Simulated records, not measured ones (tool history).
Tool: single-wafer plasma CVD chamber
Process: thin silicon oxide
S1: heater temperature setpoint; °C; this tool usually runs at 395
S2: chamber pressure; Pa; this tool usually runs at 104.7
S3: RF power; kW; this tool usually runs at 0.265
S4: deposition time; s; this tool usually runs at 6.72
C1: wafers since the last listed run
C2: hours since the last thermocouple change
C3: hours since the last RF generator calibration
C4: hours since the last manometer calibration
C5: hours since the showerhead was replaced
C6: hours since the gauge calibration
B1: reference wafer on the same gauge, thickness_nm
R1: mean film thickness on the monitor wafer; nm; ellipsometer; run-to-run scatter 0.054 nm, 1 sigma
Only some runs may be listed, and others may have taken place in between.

{"run": 1, "day": 0.0, "S1": 395, "S2": 104.7, "S3": 0.265, "S4": 6.72, "C1": 0, "C2": 330, "C3": 743.2, "C4": 1348.8, "C5": 6892.8, "C6": 1105.8, "B1": 11.202, "R1": 11.459}
{"run": 2, "day": 2.846, "S1": 395, "S2": 104.7, "S3": 0.265, "S4": 6.72, "C1": 1870, "C2": 398.3, "C3": 811.5, "C4": 1417.1, "C5": 6961.1, "C6": 1174.1, "B1": 11.193, "R1": 11.397}
{"run": 3, "day": 4.162, "S1": 395, "S2": 92.8, "S3": 0.295, "S4": 6.72, "C1": 865, "C2": 429.9, "C3": 843.1, "C4": 1448.7, "C5": 6992.7, "C6": 1205.7, "B1": 11.221, "R1": 10.911}
{"run": 4, "day": 5.35, "S1": 395, "S2": 104.7, "S3": 0.28, "S4": 6.72, "C1": 780, "C2": 458.4, "C3": 871.6, "C4": 1477.2, "C5": 7021.2, "C6": 1234.2, "B1": 11.216, "R1": 11.625}
{"run": 5, "day": 7.654, "S1": 395, "S2": 104.7, "S3": 0.265, "S4": 6.72, "C1": 1514, "C2": 513.7, "C3": 926.9, "C4": 1532.5, "C5": 7076.5, "C6": 1289.5, "B1": 11.192, "R1": 11.403}
{"run": 6, "day": 9.075, "S1": 395, "S2": 104.7, "S3": 0.265, "S4": 6.72, "C1": 933, "C2": 547.8, "C3": 961, "C4": 1566.6, "C5": 7110.6, "C6": 1323.6, "B1": 11.207, "R1": 11.334}
{"run": 7, "day": 11.458, "S1": 395, "S2": 104.7, "S3": 0.265, "S4": 6.72, "C1": 1566, "C2": 605, "C3": 1018.2, "C4": 1623.8, "C5": 7167.8, "C6": 1380.8, "B1": 11.203, "R1": 11.408}
{"run": 8, "day": 14.029, "S1": 395, "S2": 104.7, "S3": 0.265, "S4": 6.41, "C1": 1689, "C2": 666.7, "C3": 1079.9, "C4": 1685.5, "C5": 7229.5, "C6": 1442.5, "B1": 11.192, "R1": 10.914}
{"run": 9, "day": 16.125, "S1": 395, "S2": 104.7, "S3": 0.265, "S4": 6.41, "C1": 1377, "C2": 717, "C3": 1130.2, "C4": 1735.8, "C5": 7279.8, "C6": 1492.8, "B1": 11.188, "R1": 10.921}
{"day": 19.3, "done": "showerhead replaced"}
{"run": 10, "day": 21.746, "S1": 395, "S2": 104.7, "S3": 0.265, "S4": 6.72, "C1": 3475, "C2": 851.9, "C3": 1265.1, "C4": 1870.7, "C5": 58.7, "C6": 1627.7, "B1": 11.198, "R1": 11.404}
{"run": 11, "day": 23.629, "S1": 395, "S2": 104.7, "S3": 0.265, "S4": 6.72, "C1": 1237, "C2": 897.1, "C3": 1310.3, "C4": 1915.9, "C5": 103.9, "C6": 1672.9, "B1": 11.181, "R1": 11.488}
{"day": 24.162, "done": "gauge calibrated"}
{"day": 25.546, "done": "thermocouple changed; heater temperature recalibrated"}
{"run": 12, "day": 26.562, "S1": 395, "S2": 104.7, "S3": 0.265, "S4": 6.72, "C1": 1708, "C2": 24.4, "C3": 1380.7, "C4": 1986.3, "C5": 174.3, "C6": 57.6, "B1": 11.206, "R1": 11.42}
{"day": 28.279, "done": "capacitance manometer re-zeroed and calibrated"}
{"run": 13, "day": 30.058, "S1": 395, "S2": 104.7, "S3": 0.265, "S4": 7.08, "C1": 2078, "C2": 108.3, "C3": 1464.6, "C4": 42.7, "C5": 258.2, "C6": 141.5, "B1": 11.198, "R1": 11.476}
{"run": 14, "day": 31.192, "S1": 406, "S2": 79.1, "S3": 0.265, "S4": 5.53, "C1": 744, "C2": 135.5, "C3": 1491.8, "C4": 69.9, "C5": 285.4, "C6": 168.7, "B1": 11.197, "R1": 7.236}
{"run": 15, "day": 34.1, "S1": 386, "S2": 104.7, "S3": 0.245, "S4": 6.28, "C1": 1911, "C2": 205.3, "C3": 1561.6, "C4": 139.7, "C5": 355.2, "C6": 238.5, "B1": 11.204, "R1": 9.973}
{"day": 36.442, "done": "RF generator calibrated"}
{"run": 16, "day": 36.833, "S1": 395, "S2": 91.1, "S3": 0.24, "S4": 7.18, "C1": 1577, "C2": 270.9, "C3": 9.4, "C4": 205.3, "C5": 420.8, "C6": 304.1, "B1": 11.2, "R1": 10.476}
{"run": 17, "day": 39.762, "S1": 384, "S2": 104.7, "S3": 0.315, "S4": 6.72, "C1": 1925, "C2": 341.2, "C3": 79.7, "C4": 275.6, "C5": 491.1, "C6": 374.4, "B1": 11.192, "R1": 12.25}
{"run": 18, "day": 41.471, "S1": 395, "S2": 91.1, "S3": 0.24, "S4": 7.18, "C1": 1122, "C2": 382.2, "C3": 120.7, "C4": 316.6, "C5": 532.1, "C6": 415.4, "B1": 11.201, "R1": 10.383}
{"run": 19, "day": 44.2, "S1": 395, "S2": 123.7, "S3": 0.305, "S4": 5.84, "C1": 1793, "C2": 447.7, "C3": 186.2, "C4": 382.1, "C5": 597.6, "C6": 480.9, "B1": 11.212, "R1": 11.488}
{"run": 20, "day": 46.621, "S1": 395, "S2": 93.5, "S3": 0.265, "S4": 6.72, "C1": 1591, "C2": 505.8, "C3": 244.3, "C4": 440.2, "C5": 655.7, "C6": 539, "B1": 11.221, "R1": 10.372}
{"run": 21, "day": 47.954, "S1": 395, "S2": 125.7, "S3": 0.22, "S4": 5.58, "C1": 876, "C2": 537.8, "C3": 276.3, "C4": 472.2, "C5": 687.7, "C6": 571, "B1": 11.218, "R1": 9.796}
{"run": 22, "day": 50.642, "S1": 395, "S2": 88.3, "S3": 0.265, "S4": 6.72, "C1": 1766, "C2": 602.3, "C3": 340.8, "C4": 536.7, "C5": 752.2, "C6": 635.5, "B1": 11.203, "R1": 9.872}
{"run": 23, "day": 52.508, "S1": 395, "S2": 104.7, "S3": 0.265, "S4": 6.72, "C1": 1226, "C2": 647.1, "C3": 385.6, "C4": 581.5, "C5": 797, "C6": 680.3, "B1": 11.205, "R1": 11.188}
{"run": 24, "day": 54.95, "S1": 395, "S2": 104.7, "S3": 0.265, "S4": 6.17, "C1": 1604, "C2": 705.7, "C3": 444.2, "C4": 640.1, "C5": 855.6, "C6": 738.9, "B1": 11.205, "R1": 10.251}
{"run": 25, "day": 57.746, "S1": 395, "S2": 104.7, "S3": 0.225, "S4": 7.95, "C1": 1837, "C2": 772.8, "C3": 511.3, "C4": 707.2, "C5": 922.7, "C6": 806, "B1": 11.204, "R1": 12.293}
{"run": 26, "day": 60.267, "S1": 401, "S2": 90.5, "S3": 0.235, "S4": 7.21, "C1": 1656, "C2": 833.3, "C3": 571.8, "C4": 767.7, "C5": 983.2, "C6": 866.5, "B1": 11.199, "R1": 10.141}
{"day": 62.783, "done": "thermocouple changed; heater temperature recalibrated"}
{"run": 27, "day": 69.042, "S1": 403, "S2": 104.7, "S3": 0.245, "S4": 6.72, "C1": 5548, "C2": 150.2, "C3": 782.4, "C4": 978.3, "C5": 1193.8, "C6": 1077.1, "B1": 11.203, "R1": 10.77}

Run-by-run hidden state of the tool:
wafer temperature above the value expected at the setpoint (K): 0 in every run
gauge reads high (%): 0 in every run
H1: delivered RF power above the setpoint (%)
H2: true pressure above the setpoint (%)
run=1 H1=-6.69 H2=2.85
run=2 H1=-6.9 H2=3.03
run=3 H1=-7 H2=3.11
run=4 H1=-7.07 H2=3.2
run=5 H1=-7.21 H2=3.36
run=6 H1=-7.29 H2=3.46
run=7 H1=-7.41 H2=3.63
run=8 H1=-7.53 H2=3.83
run=9 H1=-7.61 H2=3.99
run=10 H1=-7.8 H2=4.46
run=11 H1=-7.85 H2=4.63
run=12 H1=-7.93 H2=4.89
run=13 H1=-8 H2=-1.2
run=14 H1=-8.03 H2=-1.19
run=15 H1=-8.08 H2=-1.18
run=16 H1=-0.432 H2=-1.16
run=17 H1=-1.35 H2=-1.13
run=18 H1=-1.83 H2=-1.1
run=19 H1=-2.53 H2=-1.06
run=20 H1=-3.08 H2=-1.01
run=21 H1=-3.35 H2=-0.984
run=22 H1=-3.86 H2=-0.921
run=23 H1=-4.17 H2=-0.873
run=24 H1=-4.55 H2=-0.804
run=25 H1=-4.93 H2=-0.717
run=26 H1=-5.23 H2=-0.632
run=27 H1=-6.05 H2=-0.278

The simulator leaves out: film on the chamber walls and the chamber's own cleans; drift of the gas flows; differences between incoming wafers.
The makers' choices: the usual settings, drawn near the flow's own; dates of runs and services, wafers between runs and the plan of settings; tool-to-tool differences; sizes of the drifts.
